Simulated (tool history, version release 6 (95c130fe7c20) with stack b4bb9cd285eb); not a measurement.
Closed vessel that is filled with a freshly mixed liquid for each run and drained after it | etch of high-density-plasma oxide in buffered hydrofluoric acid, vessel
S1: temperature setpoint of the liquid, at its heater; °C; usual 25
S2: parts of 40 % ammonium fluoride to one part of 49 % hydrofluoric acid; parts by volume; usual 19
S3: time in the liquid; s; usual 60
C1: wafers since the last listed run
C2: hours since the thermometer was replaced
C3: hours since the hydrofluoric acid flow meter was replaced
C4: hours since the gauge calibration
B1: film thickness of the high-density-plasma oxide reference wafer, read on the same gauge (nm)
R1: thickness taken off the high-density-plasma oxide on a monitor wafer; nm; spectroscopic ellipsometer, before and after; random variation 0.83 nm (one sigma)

run 1 hour=0 | S1=22.5 S2=19 S3=60 | C1=0 C2=944.7 C3=208.1 C4=758.7 | B1=30 | R1=71.74
-- hour=1.7 thermometer replaced
run 2 hour=54.1 | S1=22.5 S2=19 S3=60 | C1=5998 C2=52.4 C3=262.2 C4=812.8 | B1=30.01 | R1=78.33
run 3 hour=158.9 | S1=25 S2=19 S3=60 | C1=11838 C2=157.2 C3=367 C4=917.6 | B1=30.02 | R1=90.74
run 4 hour=238.1 | S1=25 S2=19 S3=60 | C1=8946 C2=236.4 C3=446.2 C4=996.8 | B1=30 | R1=88.74
run 5 hour=328.4 | S1=23.5 S2=19 S3=60 | C1=10200 C2=326.7 C3=536.5 C4=1087.1 | B1=29.98 | R1=82.82
run 6 hour=433.4 | S1=28 S2=19 S3=75 | C1=11860 C2=431.7 C3=641.5 C4=1192.1 | B1=30 | R1=130.38
run 7 hour=522.9 | S1=25 S2=19 S3=60 | C1=10110 C2=521.2 C3=731 C4=1281.6 | B1=29.97 | R1=87.13
run 8 hour=588.8 | S1=30 S2=23.5 S3=60 | C1=7444 C2=587.1 C3=796.9 C4=1347.5 | B1=29.99 | R1=96.39
run 9 hour=645 | S1=25 S2=19 S3=90 | C1=6348 C2=643.3 C3=853.1 C4=1403.7 | B1=30.01 | R1=127.27
run 10 hour=694.2 | S1=22.5 S2=24.5 S3=90 | C1=5557 C2=692.5 C3=902.3 C4=1452.9 | B1=29.98 | R1=89.09
run 11 hour=744.3 | S1=25 S2=19 S3=90 | C1=5659 C2=742.6 C3=952.4 C4=1503 | B1=30.01 | R1=123.4
-- hour=835 thermometer replaced
run 12 hour=839.7 | S1=27.5 S2=21.5 S3=70 | C1=10663 C2=4.7 C3=1047.8 C4=1598.4 | B1=30 | R1=109.71
run 13 hour=901.7 | S1=25 S2=13.5 S3=60 | C1=7003 C2=66.7 C3=1109.8 C4=1660.4 | B1=30.01 | R1=127.76
-- hour=904.4 hydrofluoric acid flow meter replaced
run 14 hour=964.7 | S1=25 S2=19 S3=60 | C1=7003 C2=129.7 C3=60.3 C4=1723.4 | B1=30.04 | R1=92.3
run 15 hour=1012.6 | S1=22.5 S2=24.5 S3=90 | C1=5410 C2=177.6 C3=108.2 C4=1771.3 | B1=29.97 | R1=97.35
run 16 hour=1071.6 | S1=25 S2=13 S3=40 | C1=6664 C2=236.6 C3=167.2 C4=1830.3 | B1=29.98 | R1=84.99
run 17 hour=1161.8 | S1=25 S2=24.5 S3=85 | C1=10189 C2=326.8 C3=257.4 C4=1920.5 | B1=29.99 | R1=102.49
run 18 hour=1213.4 | S1=25 S2=19 S3=60 | C1=5828 C2=378.4 C3=309 C4=1972.1 | B1=29.98 | R1=87.31
-- hour=1234.1 gauge calibrated
run 19 hour=1297.1 | S1=30 S2=15.5 S3=90 | C1=9454 C2=462.1 C3=392.7 C4=63 | B1=30.03 | R1=212.65
run 20 hour=1334.3 | S1=28 S2=19 S3=45 | C1=4202 C2=499.3 C3=429.9 C4=100.2 | B1=30.04 | R1=76.68
run 21 hour=1435.3 | S1=25 S2=19 S3=60 | C1=11409 C2=600.3 C3=530.9 C4=201.2 | B1=30.01 | R1=86.26
run 22 hour=1536.5 | S1=25 S2=13 S3=75 | C1=11431 C2=701.5 C3=632.1 C4=302.4 | B1=29.94 | R1=154.17

Forecast run 23:
run 23 hour=1630 | S1=25 S2=19 S3=60 | C1=10561 C2=795 C3=725.6 C4=395.9 | B1=? | R1=?

{"run 23": {"B1": 29.99, "R1": 83.45}}
Without the tool's hidden state the same run would have given R1 91.93 nm.

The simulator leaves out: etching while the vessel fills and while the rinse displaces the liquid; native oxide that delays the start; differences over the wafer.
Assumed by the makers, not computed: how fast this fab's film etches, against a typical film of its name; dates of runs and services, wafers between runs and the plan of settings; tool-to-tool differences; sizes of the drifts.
